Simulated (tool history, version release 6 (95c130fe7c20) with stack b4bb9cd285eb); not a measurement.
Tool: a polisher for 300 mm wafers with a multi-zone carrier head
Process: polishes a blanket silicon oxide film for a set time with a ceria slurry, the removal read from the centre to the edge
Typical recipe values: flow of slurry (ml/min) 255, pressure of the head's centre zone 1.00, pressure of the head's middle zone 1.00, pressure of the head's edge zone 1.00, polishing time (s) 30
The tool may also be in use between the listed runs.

| run | hour | flow of slurry (ml/min) | pressure of the head's centre zone | pressure of the head's middle zone | pressure of the head's edge zone | polishing time (s) | incoming thickness of the incoming film, nm | film removed at the wafer's centre (Å) | film removed at mid-radius (Å) | film removed at the wafer's edge (Å) |
|---|---|---|---|---|---|---|---|---|---|---|
| 1 | 0.0 | 255 | 1.00 | 1.00 | 1.00 | 30 | 1792.9 | 885 | 1019 | 1001 |
|  | 20.5 | edge zone pressure recalibrated |
| 2 | 252.3 | 255 | 1.00 | 1.00 | 1.00 | 30 | 1759.7 | 869 | 1004 | 1003 |
|  | 274.4 | worn pad replaced by a new one |
| 3 | 293.9 | 255 | 1.00 | 1.00 | 1.00 | 30 | 1791.9 | 878 | 1000 | 1009 |
| 4 | 347.0 | 255 | 1.00 | 1.00 | 1.00 | 30 | 1770.2 | 865 | 1024 | 998 |
|  | 375.5 | slurry nozzle cleaned |
|  | 403.0 | centre zone pressure recalibrated, repeated, since the last time left the tool worse |
| 5 | 415.6 | 255 | 1.00 | 1.00 | 1.00 | 30 | 1746.2 | 1033 | 1010 | 1012 |
|  | 450.5 | carrier head's membrane replaced by a new one |
| 6 | 455.6 | 185 | 1.03 | 1.10 | 1.00 | 30 | 1786.5 | 1010 | 1063 | 968 |
|  | 558.2 | edge zone pressure recalibrated |
| 7 | 559.4 | 255 | 1.04 | 1.00 | 1.00 | 30 | 1763.1 | 1071 | 1021 | 1010 |
| 8 | 632.6 | 255 | 1.00 | 1.00 | 1.00 | 30 | 1765.1 | 1008 | 1011 | 981 |
| 9 | 675.9 | 255 | 1.00 | 1.00 | 1.00 | 30 | 1790.1 | 1031 | 1003 | 988 |
| 10 | 714.5 | 345 | 0.96 | 0.88 | 1.00 | 37 | 1776.5 | 1264 | 1160 | 1253 |
| 11 | 750.7 | 255 | 1.00 | 1.00 | 1.00 | 24 | 1763.2 | 814 | 812 | 796 |
| 12 | 803.5 | 255 | 1.00 | 1.00 | 1.00 | 30 | 1773.5 | 1011 | 1026 | 991 |
|  | 833.1 | worn pad replaced by a new one |
|  | 881.1 | slurry nozzle cleaned |
| 13 | 888.6 | 255 | 1.00 | 1.00 | 1.00 | 30 | 1722.5 | 1008 | 1003 | 1017 |
| 14 | 927.6 | 195 | 1.00 | 1.09 | 0.93 | 35 | 1770.6 | 1149 | 1245 | 1110 |

Run 15 comes next. What will it give?
|  | 1021.4 | edge zone pressure recalibrated |
| 15 | 1024.2 | 255 | 1.00 | 1.00 | 0.90 | 30 | 1760.8 | ? | ? | ? |

{"run 15": {"film removed at the wafer's centre (Å)": 988, "film removed at mid-radius (Å)": 1013, "film removed at the wafer's edge (Å)": 958}}
With no hidden state in the tool, this same run would have given film removed at the wafer's centre (Å) 1011, film removed at mid-radius (Å) 1013, film removed at the wafer's edge (Å) 958.
